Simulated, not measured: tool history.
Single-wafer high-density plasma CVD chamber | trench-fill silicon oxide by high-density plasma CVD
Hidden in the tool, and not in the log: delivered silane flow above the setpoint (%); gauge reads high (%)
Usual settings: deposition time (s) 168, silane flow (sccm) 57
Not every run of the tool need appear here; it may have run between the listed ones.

run    hour  deposition time (s)  silane flow (sccm)  wafers since the last listed run  hours since the silane flow controller was replaced  hours since the gauge calibration  read-back reference wafer on the same gauge, thickness_nm  mean film thickness on the monitor wafer (nm)
  1       0                  168                  57                                 0                                                776.1                              215.4                                                    992.445                                        931.911
  2    46.3                  168                  57                               367                                                822.4                              261.7                                                    994.484                                        926.471
  3    77.6                  168                  57                               248                                                853.7                                293                                                    995.039                                        943.603
  4   142.9                  168                  57                               518                                                  919                              358.3                                                     996.52                                        936.735
  5   175.6                  190                  62                               259                                                951.7                                391                                                    995.127                                       1138.589
  6   204.8                  168                  57                               231                                                980.9                              420.2                                                    994.147                                        937.125
  7   272.7                  168                  57                               539                                               1048.8                              488.1                                                    992.573                                        939.655
  8   331.3                  168                  57                               465                                               1107.4                              546.7                                                    995.654                                        937.749
  9   357.9                  168                  57                               211                                                 1134                              573.3                                                    992.437                                        946.593
 10   428.3                  168                  57                               559                                               1204.4                              643.7                                                    994.763                                        941.312
 11   487.2                  168                  57                               467                                               1263.3                              702.6                                                    993.586                                        947.336
 12   597.5                  168                  57                               876                                               1373.6                              812.9                                                    992.775                                        951.267
 13   651.1                  168                  57                               425                                               1427.2                              866.5                                                    992.273                                        942.994
 14   761.1                  168                  66                               873                                               1537.2                              976.5                                                    995.383                                       1098.011
 15   823.6                  168                  57                               496                                               1599.7                               1039                                                    992.646                                        965.639
      827.9  -- gauge calibrated
 16   897.1                  137                  48                               583                                               1673.2                               69.2                                                    991.761                                        667.602
      927.9  -- silane flow controller replaced
 17   952.4                  189                  47                               375                                                 24.5                              124.5                                                    991.784                                        855.061
 18  1003.9                  156                  68                               409                                                   76                                176                                                    994.508                                        995.792
 19  1043.9                  182                  57                               317                                                  116                                216                                                    994.834                                        991.948
 20  1190.1                  168                  65                              1161                                                262.2                              362.2                                                    994.722                                       1035.633
 21    1261                  168                  57                               563                                                333.1                              433.1                                                    993.886                                        924.887
 22    1311                  195                  57                               397                                                383.1                              483.1                                                    993.381                                       1063.276
 23  1336.8                  148                  57                               204                                                408.9                              508.9                                                    994.107                                        801.276
 24  1365.3                  168                  57                               226                                                437.4                              537.4                                                    994.697                                        920.892

What does the tool deliver on the next run?
 25  1460.1                  191                  65                               753                                                532.2                              632.2                                                          ?                                              ?

{"run 25": {"read-back reference wafer on the same gauge, thickness_nm": 992.421, "mean film thickness on the monitor wafer (nm)": 1188.956}}
With the hidden condition absent and the run-to-run variation left alone, this run would have shown mean film thickness on the monitor wafer (nm) 1163.399.

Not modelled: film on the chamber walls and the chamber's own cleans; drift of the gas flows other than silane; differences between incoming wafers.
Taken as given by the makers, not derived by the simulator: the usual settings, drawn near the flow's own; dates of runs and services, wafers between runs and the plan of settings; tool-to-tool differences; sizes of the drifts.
